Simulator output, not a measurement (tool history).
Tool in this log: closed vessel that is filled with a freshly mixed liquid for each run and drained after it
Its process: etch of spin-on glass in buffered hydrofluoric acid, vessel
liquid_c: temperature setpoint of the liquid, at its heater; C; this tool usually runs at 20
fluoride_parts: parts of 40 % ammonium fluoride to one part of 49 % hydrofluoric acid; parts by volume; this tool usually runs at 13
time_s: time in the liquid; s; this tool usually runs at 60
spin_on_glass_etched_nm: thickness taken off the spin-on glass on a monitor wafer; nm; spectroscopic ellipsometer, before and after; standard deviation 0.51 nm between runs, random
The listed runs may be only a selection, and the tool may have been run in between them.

run	day	liquid_c	fluoride_parts	time_s	read-back film thickness of the spin-on glass reference wafer, read on the same gauge (nm)	spin_on_glass_etched_nm
1	0	20	13	60	119.98	121.83
2	4.025	20	13	60	120.01	121.45
3	15.088	20	13	60	119.98	122.92
4	17.371	20	13	60	120.01	123.76
5	20.233	20	13	60	119.99	123.99
6	24.112	20	13	60	119.97	124.65
7	26.879	20	13	60	120	124.67
# day 29.638: hydrofluoric acid flow meter replaced
8	30.967	20	13	60	120.01	118.43
# day 32.8: gauge calibrated
9	34.296	20	13	60	119.99	118.78
10	37.433	20	13	60	119.98	119.5
11	39.825	20	9.5	60	120.03	157.9
12	41.458	17	11	30	120	59.7
13	45.317	20	13	60	120.01	120.67
14	48.133	17	13	60	119.99	101.82
15	51.688	20	13	60	120.01	121.09
# day 54.929: thermometer replaced
16	55.475	20	13	60	119.97	118.11
17	57.346	18	15.5	95	120	139.48
18	61.312	20	13	60	120.03	118.88
19	65.671	18.5	9.5	60	120.05	142.88
20	68.075	21.5	13	60	120	130.19
21	72.308	17	15.5	60	119.99	85.11

What if the next run were any one of these 5? Each begins from the tool's condition after run 21:
A	72.338	20	13	60	?	?
B	72.338	20	15	45	?	?
C	72.338	20	10	40	?	?
D	72.338	18	16	50	?	?
E	72.338	17	17.5	45	?	?

run	read-back film thickness of the spin-on glass reference wafer, read on the same gauge (nm)	spin_on_glass_etched_nm
A	120	119.67
B	120	78
C	120	101.45
D	120	72.67
E	120	56.55
With no hidden state in the tool, these same runs would have given:
run	spin_on_glass_etched_nm
A	113.26
B	73.81
C	97.56
D	68.75
E	53.5

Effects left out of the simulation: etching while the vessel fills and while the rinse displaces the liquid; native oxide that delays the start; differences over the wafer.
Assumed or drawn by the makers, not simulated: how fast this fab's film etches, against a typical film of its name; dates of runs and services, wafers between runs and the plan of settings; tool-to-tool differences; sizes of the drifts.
